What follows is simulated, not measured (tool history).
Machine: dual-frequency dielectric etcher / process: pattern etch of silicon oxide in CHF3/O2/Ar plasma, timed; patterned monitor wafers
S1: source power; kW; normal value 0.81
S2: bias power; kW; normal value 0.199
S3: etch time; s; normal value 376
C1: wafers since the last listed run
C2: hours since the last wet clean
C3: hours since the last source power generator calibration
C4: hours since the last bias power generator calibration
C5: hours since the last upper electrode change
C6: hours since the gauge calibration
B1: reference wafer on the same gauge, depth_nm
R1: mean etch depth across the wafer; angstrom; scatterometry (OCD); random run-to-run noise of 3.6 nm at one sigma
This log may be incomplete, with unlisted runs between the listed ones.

run,day,S1,S2,S3,C1,C2,C3,C4,C5,C6,B1,R1
1,0,0.81,0.199,376,0,229.2,2046.2,1540.6,2649,84.4,694.3,8075
2,0.446,0.81,0.199,376,51,239.9,2056.9,1551.3,2659.7,95.1,694.1,8003
3,1.062,0.81,0.199,376,70,254.7,2071.7,1566.1,2674.5,109.9,694.3,8059
4,1.788,0.81,0.186,376,83,272.1,2089.1,1583.5,2691.9,127.3,693.5,7675
5,2.046,0.81,0.186,376,29,278.3,2095.3,1589.7,2698.1,133.5,694.7,7740
6,2.312,0.81,0.199,376,30,284.7,2101.7,1596.1,2704.5,139.9,694.4,7942
7,2.821,0.81,0.199,376,58,296.9,2113.9,1608.3,2716.7,152.1,695,7926
8,3.546,0.81,0.199,376,83,314.3,2131.3,1625.7,2734.1,169.5,693.7,7964
# day 4.121: bias power generator calibrated
# day 4.633: upper electrode replaced
9,4.654,0.81,0.199,376,49,340.9,2157.9,12.8,0.5,196.1,692.5,7952
10,4.671,0.81,0.199,376,1,341.3,2158.3,13.2,0.9,196.5,694.2,7908
11,4.754,0.81,0.199,376,9,343.3,2160.3,15.2,2.9,198.5,693.1,7964
# day 5.479: source power generator calibrated
12,5.5,0.81,0.199,376,66,361.2,0.5,33.1,20.8,216.4,694.1,7888
13,6.146,0.81,0.199,376,74,376.7,16,48.6,36.3,231.9,695,7896
14,6.704,0.74,0.199,313.5,64,390.1,29.4,62,49.7,245.3,693.7,6381
15,7.029,0.63,0.162,420.5,37,397.9,37.2,69.8,57.5,253.1,692.7,7264
16,7.35,0.9,0.199,318.5,36,405.6,44.9,77.5,65.2,260.8,694.3,6917
17,7.646,1.01,0.165,277.5,34,412.7,52,84.6,72.3,267.9,693.7,5623
# day 8.271: gauge calibrated
# day 9.058: wet clean of the chamber
18,9.079,0.88,0.199,437,49,0.5,86.4,119,106.7,19.4,693.5,9929
19,9.096,0.65,0.199,376,1,0.9,86.8,119.4,107.1,19.8,693.9,7799
20,9.275,0.81,0.199,376,20,5.2,91.1,123.7,111.4,24.1,694.8,8236
21,9.9,0.81,0.199,376,71,20.2,106.1,138.7,126.4,39.1,693.9,8251
22,10.375,0.63,0.166,473.5,54,31.6,117.5,150.1,137.8,50.5,693.8,8706
23,11.05,0.92,0.162,376,77,47.8,133.7,166.3,154,66.7,694.1,7649
24,12.404,0.81,0.248,376,155,80.3,166.2,198.8,186.5,99.2,695.7,9207
25,12.725,0.81,0.199,334.5,36,88,173.9,206.5,194.2,106.9,693.3,7314
26,13.404,0.81,0.199,376,78,104.3,190.2,222.8,210.5,123.2,694.4,8167

Describe how what the log doesn't record of the tool's condition differs between the last listed run preceding each entry between runs and the first listed run following it.
After run 8, before run 9: bias power generator calibrated (day 4.121); upper electrode replaced (day 4.633)
  etch rate over this chamber's usual, %: -3.73 -> -4
  measured less the result without the state, R1: -308 -> -331 angstrom
After run 11, before run 12: source power generator calibrated (day 5.479)
  etch rate over this chamber's usual, %: -4.03 -> -4.21
  measured less the result without the state, R1: -334 -> -347 angstrom
After run 17, before run 18: gauge calibrated (day 8.271); wet clean of the chamber (day 9.058)
  etch rate over this chamber's usual, %: -4.75 -> 0.211
  measured less the result without the state, R1: -280 -> +20 angstrom
